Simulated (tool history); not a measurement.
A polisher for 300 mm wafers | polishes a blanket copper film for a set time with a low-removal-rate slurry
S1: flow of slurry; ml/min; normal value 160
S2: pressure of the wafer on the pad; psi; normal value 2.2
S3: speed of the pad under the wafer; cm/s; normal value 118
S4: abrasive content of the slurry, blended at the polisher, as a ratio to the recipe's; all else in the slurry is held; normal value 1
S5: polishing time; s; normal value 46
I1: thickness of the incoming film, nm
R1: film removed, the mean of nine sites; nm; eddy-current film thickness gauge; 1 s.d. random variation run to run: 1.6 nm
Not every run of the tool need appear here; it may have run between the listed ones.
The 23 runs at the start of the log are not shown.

At hour 303.4: worn pad replaced by a new one.
Run 24, hour 305.1: usual settings but S1 190 ml/min, S2 1.9 psi, S5 55 s; I1 1086.2. Result: R1 127.9 nm.
Run 25, hour 330.5: usual settings but S2 2.7 psi, S3 142 cm/s, S4 1.25, S5 54 s; I1 1102.6. Result: R1 207.3 nm.
Run 26, hour 338: usual settings but S2 1.8 psi, S4 1.3; I1 1081.4. Result: R1 104.2 nm.
Run 27, hour 353.5: usual settings; I1 1083. Result: R1 119.8 nm.
Run 28, hour 361.8: usual settings but S2 1.6 psi, S3 140 cm/s, S4 0.85; I1 1095.7. Result: R1 97.1 nm.
Run 29, hour 415.6: usual settings but S2 2.9 psi, S4 0.8; I1 1093.1. Result: R1 145 nm.
At hour 420.6: slurry blender recalibrated.
At hour 428.5: worn pad replaced by a new one.
Run 30, hour 431.3: usual settings but S2 1.8 psi, S4 0.7, S5 31 s; I1 1084.7. Result: R1 65.8 nm.
Run 31, hour 447.4: usual settings but S1 115 ml/min, S3 134 cm/s, S4 1.1, S5 31 s; I1 1090.5. Result: R1 91.3 nm.

Here are 3 independent what-if runs from the current tool condition. What would each one return?
Run A, hour 447.8: usual settings; I1 1087. Result: R1 ?.
Run B, hour 447.8: usual settings but S4 0.8; I1 1087. Result: R1 ?.
Run C, hour 447.8: usual settings but S1 115 ml/min, S3 88 cm/s; I1 1087. Result: R1 ?.

run     R1
  A    130
  B  123.2
  C   94.4
With no hidden state in the tool, these same runs would have given:
run     R1
  A  132.7
  B  125.8
  C   96.4
